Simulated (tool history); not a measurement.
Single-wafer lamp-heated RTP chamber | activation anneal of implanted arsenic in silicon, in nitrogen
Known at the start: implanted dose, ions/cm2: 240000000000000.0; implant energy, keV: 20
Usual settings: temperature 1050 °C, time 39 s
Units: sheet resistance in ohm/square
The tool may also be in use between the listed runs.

run    hour  temperature  time  wafers since the last listed run  wafers since the last pyrometer calibration  wafers since the reflector plate was cleaned  hours since the gauge calibration  read-back reference wafer on the same gauge, sheet resistance  sheet resistance
  1       0         1038    39                                 0                                         6237                                          3841                              293.8                                                         283.93            340.26
  2    27.1         1050    39                               463                                         6700                                          4304                              320.9                                                         284.03            337.79
  3    91.3         1050    39                              1098                                         7799                                          5403                              385.1                                                         284.06            337.71
      120.6  -- reflector plate cleaned
  4   145.8         1050    39                               795                                         8595                                           430                              439.6                                                         283.73            338.36
      181.2  -- pyrometer window cleaned and pyrometer calibrated
  5   205.5         1050    44                               884                                          416                                          1315                              499.3                                                         284.03             337.1
  6   247.9         1050    39                               725                                         1141                                          2040                              541.7                                                         283.94            338.21
  7   282.1         1050    39                               585                                         1726                                          2626                              575.9                                                            284            337.94
  8   308.6         1050    39                               453                                         2180                                          3079                              602.4                                                          283.8            337.66
  9   343.3         1050    39                               593                                         2774                                          3673                              637.1                                                         284.06            338.46
 10   389.9         1050    39                               797                                         3571                                          4470                              683.7                                                         283.81            337.24
      432.3  -- reflector plate cleaned
 11   452.6         1050    39                               936                                         4507                                           347                              746.4                                                         283.92            336.86
 12   479.5         1050    39                               460                                         4968                                           807                              773.3                                                         283.93            337.07
 13   522.9         1050    39                               742                                         5710                                          1550                              816.7                                                         284.18            336.44
 14   580.1         1024    51                               978                                         6689                                          2529                              873.9                                                         284.08            339.75
      597.3  -- reflector plate cleaned, repeated, since the last time left the tool worse
      641.2  -- pyrometer window cleaned and pyrometer calibrated
 15   641.7         1029    45                               780                                            7                                           623                              935.5                                                         283.99            341.61
 16   688.9         1078    54                               807                                          815                                          1430                              982.7                                                         284.14            326.51
 17   717.3         1050    39                               486                                         1301                                          1916                             1011.1                                                         284.07             338.7
        739  -- gauge calibrated
 18   763.4         1040    53                               788                                         2090                                          2705                               24.4                                                         284.07            337.45
 19   814.9         1059    39                               881                                         2971                                          3587                               75.9                                                         284.08            334.66
 20     931         1072    46                              1986                                         4958                                          5573                                192                                                         283.88            329.43
      945.2  -- reflector plate cleaned
 21   984.4         1050    39                               776                                         5735                                           670                              245.4                                                         284.16            338.35
 22  1047.2         1050    19                              1074                                         6810                                          1745                              308.2                                                         283.96            343.87
     1181.4  -- pyrometer window cleaned and pyrometer calibrated
 23  1216.4         1050    39                              2758                                          599                                          4503                              477.4                                                         284.28            337.55
 24    1285         1078    57                              1173                                         1772                                          5677                                546                                                         284.12             323.2
     1308.3  -- reflector plate cleaned
 25  1317.1         1050    60                               412                                         2185                                           150                              578.1                                                         284.06            333.98
 26  1371.4         1024    55                               929                                         3114                                          1079                              632.4                                                         283.68            341.59

4 ways to go on from here, each from the tool as it stands after run 26. What would each give?
  A  1371.8         1041    39                                 6                                         3121                                          1086                              632.8                                                              ?                 ?
  B  1371.8         1031    54                                 6                                         3121                                          1086                              632.8                                                              ?                 ?
  C  1371.8         1050    51                                 6                                         3121                                          1086                              632.8                                                              ?                 ?
  D  1371.8         1030    24                                 6                                         3121                                          1086                              632.8                                                              ?                 ?

run  read-back reference wafer on the same gauge, sheet resistance  sheet resistance
  A                                                         284.02            339.43
  B                                                         284.02            338.53
  C                                                         284.02            334.51
  D                                                         284.02            345.06
Without the tool's hidden state the same runs would have given:
run  sheet resistance
  A            339.65
  B            338.77
  C             334.8
  D            345.21
